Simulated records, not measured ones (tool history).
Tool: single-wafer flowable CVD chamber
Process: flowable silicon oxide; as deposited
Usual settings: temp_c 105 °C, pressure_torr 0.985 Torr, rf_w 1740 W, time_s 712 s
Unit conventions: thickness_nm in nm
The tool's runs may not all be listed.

run	hour	temp_c	pressure_torr	rf_w	time_s	wafers since the last listed run	hours since the last thermocouple change	hours since the last RF generator calibration	hours since the last manometer calibration	hours since the showerhead was replaced	hours since the gauge calibration	read-back reference wafer on the same gauge, thickness_nm	thickness_nm
1	0	94	0.985	1740	712	0	1728.3	1247.6	1614.6	3441.6	219.7	370.9	682.352
2	33.5	94	0.985	1740	712	133	1761.8	1281.1	1648.1	3475.1	253.2	370.987	678.249
3	60.3	94	0.985	1740	712	106	1788.6	1307.9	1674.9	3501.9	280	371.289	680.576
4	110.5	105	0.985	1740	712	200	1838.8	1358.1	1725.1	3552.1	330.2	371.097	446.539
5	164	105	0.985	1740	712	213	1892.3	1411.6	1778.6	3605.6	383.7	371.003	446.988
6	226.7	105	0.985	1740	712	250	1955	1474.3	1841.3	3668.3	446.4	370.666	447.36
7	282.7	105	0.985	1740	712	223	2011	1530.3	1897.3	3724.3	502.4	370.833	449.374
8	309.5	110	1.039	1740	712	106	2037.8	1557.1	1924.1	3751.1	529.2	371.1	385.725
9	347.6	110	1.039	1740	712	152	2075.9	1595.2	1962.2	3789.2	567.3	370.941	386.74
# hour 369.8: thermocouple changed; heater temperature recalibrated
10	388	94	0.985	1740	712	129	18.2	1635.6	2002.6	3829.6	607.7	371.235	679.196
# hour 399.5: showerhead replaced
11	430.7	96	0.748	1740	712	138	60.9	1678.3	2045.3	31.2	650.4	370.976	524.815
# hour 441.1: capacitance manometer re-zeroed and calibrated
# hour 443.6: RF generator calibrated
12	490.6	105	0.985	1740	712	197	120.8	47	49.5	91.1	710.3	370.917	426.489
13	532.9	117	0.985	1740	712	168	163.1	89.3	91.8	133.4	752.6	370.887	276.448
14	598.2	105	0.912	1740	803	260	228.4	154.6	157.1	198.7	817.9	370.699	457.222
# hour 602.7: gauge calibrated
15	626.9	96	0.985	2045	641	114	257.1	183.3	185.8	227.4	24.2	371.009	565.242
16	694.6	105	0.781	1740	712	270	324.8	251	253.5	295.1	91.9	371.118	367.577
17	735.2	105	1.09	1740	663	162	365.4	291.6	294.1	335.7	132.5	370.947	432.31
18	764.1	105	1.132	1895	712	115	394.3	320.5	323	364.6	161.4	370.934	487.747
19	788.7	105	0.985	1740	712	98	418.9	345.1	347.6	389.2	186	370.854	434.709

Consider 4 possible next runs. They are alternatives, not a sequence: every one starts from the tool as it was left by run 19. What does each give?
A	789.3	105	0.985	1740	659	2	419.5	345.7	348.2	389.8	186.6	?	?
B	789.3	93	0.781	1965	574	2	419.5	345.7	348.2	389.8	186.6	?	?
C	789.3	119	1.079	1570	712	2	419.5	345.7	348.2	389.8	186.6	?	?
D	789.3	96	0.766	1540	821	2	419.5	345.7	348.2	389.8	186.6	?	?

run	read-back reference wafer on the same gauge, thickness_nm	thickness_nm
A	370.965	402.382
B	370.965	485.92
C	370.965	273.633
D	370.965	573.605
Take away the tool's hidden state, keep each run's random variation, and the runs would have read:
run	thickness_nm
A	393.351
B	474.508
C	268.013
D	560.091

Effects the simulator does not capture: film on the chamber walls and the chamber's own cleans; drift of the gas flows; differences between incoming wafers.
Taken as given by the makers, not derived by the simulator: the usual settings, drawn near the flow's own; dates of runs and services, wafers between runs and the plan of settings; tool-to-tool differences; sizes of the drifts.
